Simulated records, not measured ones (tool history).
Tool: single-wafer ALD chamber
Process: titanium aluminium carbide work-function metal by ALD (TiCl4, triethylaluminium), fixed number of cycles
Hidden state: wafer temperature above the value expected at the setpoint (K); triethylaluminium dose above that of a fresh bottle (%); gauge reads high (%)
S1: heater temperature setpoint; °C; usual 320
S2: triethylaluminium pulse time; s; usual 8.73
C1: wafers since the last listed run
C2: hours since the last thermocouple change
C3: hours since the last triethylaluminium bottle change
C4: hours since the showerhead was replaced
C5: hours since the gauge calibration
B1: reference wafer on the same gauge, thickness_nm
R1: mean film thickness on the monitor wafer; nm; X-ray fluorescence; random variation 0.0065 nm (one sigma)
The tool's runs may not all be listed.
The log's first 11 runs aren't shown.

run 12 hour=542.5 | S1=320 S2=7.53 | C1=445 C2=2601 C3=299.3 C4=406.9 C5=489.8 | B1=1.74 | R1=1.971
run 13 hour=593 | S1=314 S2=9.91 | C1=450 C2=2651.5 C3=349.8 C4=457.4 C5=540.3 | B1=1.742 | R1=1.99
run 14 hour=625.7 | S1=320 S2=7.67 | C1=291 C2=2684.2 C3=382.5 C4=490.1 C5=573 | B1=1.739 | R1=1.973
run 15 hour=682 | S1=320 S2=9.79 | C1=502 C2=2740.5 C3=438.8 C4=546.4 C5=629.3 | B1=1.741 | R1=2.041
run 16 hour=706.3 | S1=320 S2=10.93 | C1=216 C2=2764.8 C3=463.1 C4=570.7 C5=653.6 | B1=1.741 | R1=2.063
run 17 hour=751 | S1=331 S2=11.96 | C1=398 C2=2809.5 C3=507.8 C4=615.4 C5=698.3 | B1=1.741 | R1=2.172
run 18 hour=783.2 | S1=307 S2=7.68 | C1=287 C2=2841.7 C3=540 C4=647.6 C5=730.5 | B1=1.739 | R1=1.852
run 19 hour=841.3 | S1=320 S2=11.61 | C1=518 C2=2899.8 C3=598.1 C4=705.7 C5=788.6 | B1=1.74 | R1=2.075
run 20 hour=956.4 | S1=313 S2=8.73 | C1=1026 C2=3014.9 C3=713.2 C4=820.8 C5=903.7 | B1=1.743 | R1=1.945
run 21 hour=1003.8 | S1=320 S2=8.73 | C1=422 C2=3062.3 C3=760.6 C4=868.2 C5=951.1 | B1=1.741 | R1=1.994
-- hour=1016 thermocouple changed; heater temperature recalibrated
run 22 hour=1049.5 | S1=320 S2=8.73 | C1=336 C2=33.5 C3=806.3 C4=913.9 C5=996.8 | B1=1.741 | R1=2.008
-- hour=1106.4 gauge calibrated
run 23 hour=1120.7 | S1=313 S2=10.73 | C1=635 C2=104.7 C3=877.5 C4=985.1 C5=14.3 | B1=1.74 | R1=1.974
run 24 hour=1150.7 | S1=320 S2=10.23 | C1=267 C2=134.7 C3=907.5 C4=1015.1 C5=44.3 | B1=1.74 | R1=2.031
run 25 hour=1185 | S1=334 S2=8.73 | C1=305 C2=169 C3=941.8 C4=1049.4 C5=78.6 | B1=1.742 | R1=2.132
run 26 hour=1255 | S1=313 S2=8.73 | C1=624 C2=239 C3=1011.8 C4=1119.4 C5=148.6 | B1=1.74 | R1=1.94
run 27 hour=1302.3 | S1=310 S2=10.43 | C1=421 C2=286.3 C3=1059.1 C4=1166.7 C5=195.9 | B1=1.742 | R1=1.936
run 28 hour=1331.2 | S1=313 S2=10.73 | C1=257 C2=315.2 C3=1088 C4=1195.6 C5=224.8 | B1=1.74 | R1=1.975
run 29 hour=1392.8 | S1=313 S2=6.5 | C1=549 C2=376.8 C3=1149.6 C4=1257.2 C5=286.4 | B1=1.741 | R1=1.846
run 30 hour=1428.9 | S1=325 S2=11.49 | C1=321 C2=412.9 C3=1185.7 C4=1293.3 C5=322.5 | B1=1.739 | R1=2.099
run 31 hour=1464.3 | S1=307 S2=10.36 | C1=315 C2=448.3 C3=1221.1 C4=1328.7 C5=357.9 | B1=1.739 | R1=1.913
run 32 hour=1523.3 | S1=320 S2=8.73 | C1=526 C2=507.3 C3=1280.1 C4=1387.7 C5=416.9 | B1=1.739 | R1=1.993

5 ways to go on from here, each from the tool as it stands after run 32. What would each give?
run A hour=1523.7 | S1=320 S2=7.2 | C1=3 C2=507.7 C3=1280.5 C4=1388.1 C5=417.3 | B1=? | R1=?
run B hour=1523.7 | S1=329 S2=7.58 | C1=3 C2=507.7 C3=1280.5 C4=1388.1 C5=417.3 | B1=? | R1=?
run C hour=1523.7 | S1=315 S2=7.06 | C1=3 C2=507.7 C3=1280.5 C4=1388.1 C5=417.3 | B1=? | R1=?
run D hour=1523.7 | S1=305 S2=6.8 | C1=3 C2=507.7 C3=1280.5 C4=1388.1 C5=417.3 | B1=? | R1=?
run E hour=1523.7 | S1=320 S2=5.29 | C1=3 C2=507.7 C3=1280.5 C4=1388.1 C5=417.3 | B1=? | R1=?

run=A B1=1.739 R1=1.934
run=B B1=1.739 R1=2.031
run=C B1=1.739 R1=1.884
run=D B1=1.739 R1=1.785
run=E B1=1.739 R1=1.835
Without the tool's hidden state the same runs would have given:
run=A R1=1.961
run=B R1=2.057
run=C R1=1.911
run=D R1=1.811
run=E R1=1.87

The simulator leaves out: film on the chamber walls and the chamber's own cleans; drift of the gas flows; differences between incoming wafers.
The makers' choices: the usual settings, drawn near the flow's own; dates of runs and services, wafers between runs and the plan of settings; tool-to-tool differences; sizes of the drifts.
